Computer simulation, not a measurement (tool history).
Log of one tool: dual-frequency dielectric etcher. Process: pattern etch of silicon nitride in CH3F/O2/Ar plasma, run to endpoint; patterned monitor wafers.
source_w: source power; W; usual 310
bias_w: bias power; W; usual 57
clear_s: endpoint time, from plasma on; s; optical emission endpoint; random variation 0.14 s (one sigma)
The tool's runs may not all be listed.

run   hour  source_w  bias_w  wafers since the last listed run  hours since the last wet clean  hours since the last source power generator calibration  hours since the last bias power generator calibration  hours since the last upper electrode change  incoming incoming film thickness, nm  clear_s
  1    0.0       310      57                                 0                           131.0                                                   2233.6                                                 3822.8                                       2508.6                                 22.94     46.2
  2   11.2       310      57                               107                           142.2                                                   2244.8                                                 3834.0                                       2519.8                                 23.02     46.3
  3   20.3       310      57                                87                           151.3                                                   2253.9                                                 3843.1                                       2528.9                                 22.73     45.6
  4   73.4       310      57                               510                           204.4                                                   2307.0                                                 3896.2                                       2582.0                                 22.99     46.0
  5   86.3       310      57                               124                           217.3                                                   2319.9                                                 3909.1                                       2594.9                                 22.77     45.6
  6   95.9       310      57                                92                           226.9                                                   2329.5                                                 3918.7                                       2604.5                                 22.82     46.0
  7  104.0       310      57                                77                           235.0                                                   2337.6                                                 3926.8                                       2612.6                                 22.94     45.9
  8  131.6       310      57                               265                           262.6                                                   2365.2                                                 3954.4                                       2640.2                                 22.94     45.8
     137.6  -- source power generator calibrated
  9  147.2       290      57                               111                           278.2                                                      9.6                                                 3970.0                                       2655.8                                 22.82     47.1
 10  164.1       290      57                               162                           295.1                                                     26.5                                                 3986.9                                       2672.7                                 23.07     47.6
 11  174.9       290      57                               103                           305.9                                                     37.3                                                 3997.7                                       2683.5                                 22.93     47.3
 12  185.6       310      57                               102                           316.6                                                     48.0                                                 4008.4                                       2694.2                                 22.84     45.3
 13  197.8       310      57                               117                           328.8                                                     60.2                                                 4020.6                                       2706.4                                 22.93     45.6
 14  205.3       280      66                                72                           336.3                                                     67.7                                                 4028.1                                       2713.9                                 22.97     46.1
 15  218.8       290      57                               129                           349.8                                                     81.2                                                 4041.6                                       2727.4                                 22.82     46.6
 16  236.7       360      61                               172                           367.7                                                     99.1                                                 4059.5                                       2745.3                                 22.87     41.5
     245.8  -- bias power generator calibrated
 17  253.2       250      46                               120                           384.2                                                    115.6                                                    7.4                                       2761.8                                 22.94     53.7
     279.9  -- upper electrode replaced
 18  280.4       260      57                                30                           411.4                                                    142.8                                                   34.6                                          0.5                                 22.93     49.5
 19  280.7       350      61                                 2                           411.7                                                    143.1                                                   34.9                                          0.8                                 23.02     42.0
     308.3  -- wet clean of the chamber
 20  308.8       310      63                                39                             0.5                                                    171.2                                                   63.0                                         28.9                                 22.84     44.9
 21  311.5       310      57                                25                             3.2                                                    173.9                                                   65.7                                         31.6                                 23.05     46.7
 22  322.6       330      51                               106                            14.3                                                    185.0                                                   76.8                                         42.7                                 22.80     45.8
 23  330.4       310      67                                75                            22.1                                                    192.8                                                   84.6                                         50.5                                 22.89     44.2
 24  355.6       250      57                               242                            47.3                                                    218.0                                                  109.8                                         75.7                                 22.87     51.8
 25  361.9       310      57                                60                            53.6                                                    224.3                                                  116.1                                         82.0                                 22.77     45.9
 26  376.5       240      62                               140                            68.2                                                    238.9                                                  130.7                                         96.6                                 22.86     51.5
 27  389.1       290      45                               121                            80.8                                                    251.5                                                  143.3                                        109.2                                 22.97     51.1
 28  400.9       310      57                               113                            92.6                                                    263.3                                                  155.1                                        121.0                                 22.89     45.9
 29  415.5       310      57                               140                           107.2                                                    277.9                                                  169.7                                        135.6                                 22.82     45.8
 30  424.7       350      70                                88                           116.4                                                    287.1                                                  178.9                                        144.8                                 23.06     41.5
 31  434.2       270      52                                91                           125.9                                                    296.6                                                  188.4                                        154.3                                 22.81     50.2
 32  448.6       390      43                               138                           140.3                                                    311.0                                                  202.8                                        168.7                                 22.95     44.2
 33  456.6       310      70                                76                           148.3                                                    319.0                                                  210.8                                        176.7                                 23.05     43.9
 34  473.1       370      57                               158                           164.8                                                    335.5                                                  227.3                                        193.2                                 22.73     41.7
 35  480.2       380      61                                68                           171.9                                                    342.6                                                  234.4                                        200.3                                 22.95     40.9
 36  487.1       310      57                                66                           178.8                                                    349.5                                                  241.3                                        207.2                                 22.75     45.6

Some steps in clear_s between neighbouring runs. How much of each would the tool show without its hidden state too (settings, what came in, random variation), and how much is left for the hidden state, with any gauge scatter that isn't in both results?
The hidden state here: etch rate over this chamber's usual, %; source power that arrives over what is set, %; bias power that arrives over what is set, %.
Run 3 -> 4: no setting changed, nothing entered. clear_s +0.4 s: hidden state -0.2, all else +0.6.
Run 16 -> 17: source_w 360 -> 250, bias_w 61 -> 46, bias power generator calibrated. clear_s +12.2 s: hidden state -0.3, all else +12.5.
Run 19 -> 20: source_w 350 -> 310, bias_w 61 -> 63, wet clean of the chamber. clear_s +2.9 s: hidden state +0.9, all else +2.0.
Run 23 -> 24: source_w 310 -> 250, bias_w 67 -> 57. clear_s +7.6 s: hidden state -0.1, all else +7.7.
Run 30 -> 31: source_w 350 -> 270, bias_w 70 -> 52. clear_s +8.7 s: hidden state -0.2, all else +8.9.

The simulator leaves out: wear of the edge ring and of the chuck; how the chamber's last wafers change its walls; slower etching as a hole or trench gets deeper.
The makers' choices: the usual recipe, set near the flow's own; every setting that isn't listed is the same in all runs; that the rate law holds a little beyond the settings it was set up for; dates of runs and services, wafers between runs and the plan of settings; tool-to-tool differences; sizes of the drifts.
